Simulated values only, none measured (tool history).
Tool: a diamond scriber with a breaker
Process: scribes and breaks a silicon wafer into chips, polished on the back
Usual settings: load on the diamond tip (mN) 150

| run | hour | load on the diamond tip (mN) | incoming depth of the damage left on the back of the incoming wafer, um | depth of the median crack under the scribed line (µm) | chips rejected at inspection after the break (%) |
|---|---|---|---|---|---|
| 1 | 0.0 | 150 | 0.02 | 12.72 | 0.81 |
| 2 | 14.1 | 150 | 0.01 | 12.56 | 0.69 |
| 3 | 34.7 | 114 | 0.03 | 11.03 | 1.40 |
| 4 | 56.8 | 140 | 0.01 | 12.31 | 0.53 |
| 5 | 77.0 | 150 | 0.05 | 12.61 | 0.71 |
| 6 | 101.4 | 150 | 0.02 | 12.71 | 0.57 |
| 7 | 132.9 | 150 | 0.01 | 12.44 | 0.74 |
| 8 | 149.8 | 150 | 0.04 | 12.60 | 0.63 |
| 9 | 164.8 | 161 | 0.01 | 12.95 | 0.91 |
| 10 | 194.3 | 161 | 0.04 | 12.97 | 0.93 |
| 11 | 217.2 | 150 | 0.03 | 12.61 | 0.60 |
| 12 | 234.2 | 150 | 0.03 | 12.42 | 0.58 |
| 13 | 265.7 | 150 | 0.04 | 12.32 | 0.52 |
| 14 | 287.6 | 150 | 0.05 | 12.34 | 0.57 |
| 15 | 306.6 | 150 | 0.02 | 12.18 | 0.61 |
| 16 | 326.5 | 150 | 0.02 | 12.51 | 0.63 |
|  | 353.8 | diamond tip replaced by a new one |
|  | 368.3 | load on the tip recalibrated |
| 17 | 373.3 | 150 | 0.05 | 12.30 | 0.56 |
| 18 | 408.8 | 129 | 0.04 | 11.32 | 1.08 |
| 19 | 432.8 | 110 | 0.02 | 10.60 | 2.51 |
| 20 | 468.8 | 107 | 0.03 | 10.52 | 2.99 |
| 21 | 481.5 | 150 | 0.05 | 12.20 | 0.51 |

Run 22 comes next. What will it give?
| 22 | 514.1 | 126 | 0.01 | ? | ? |

depth of the median crack under the scribed line (µm): 11.41
chips rejected at inspection after the break (%): 1.25
Without the tool's hidden state the same run would have given depth of the median crack under the scribed line (µm) 11.31, chips rejected at inspection after the break (%) 1.41.
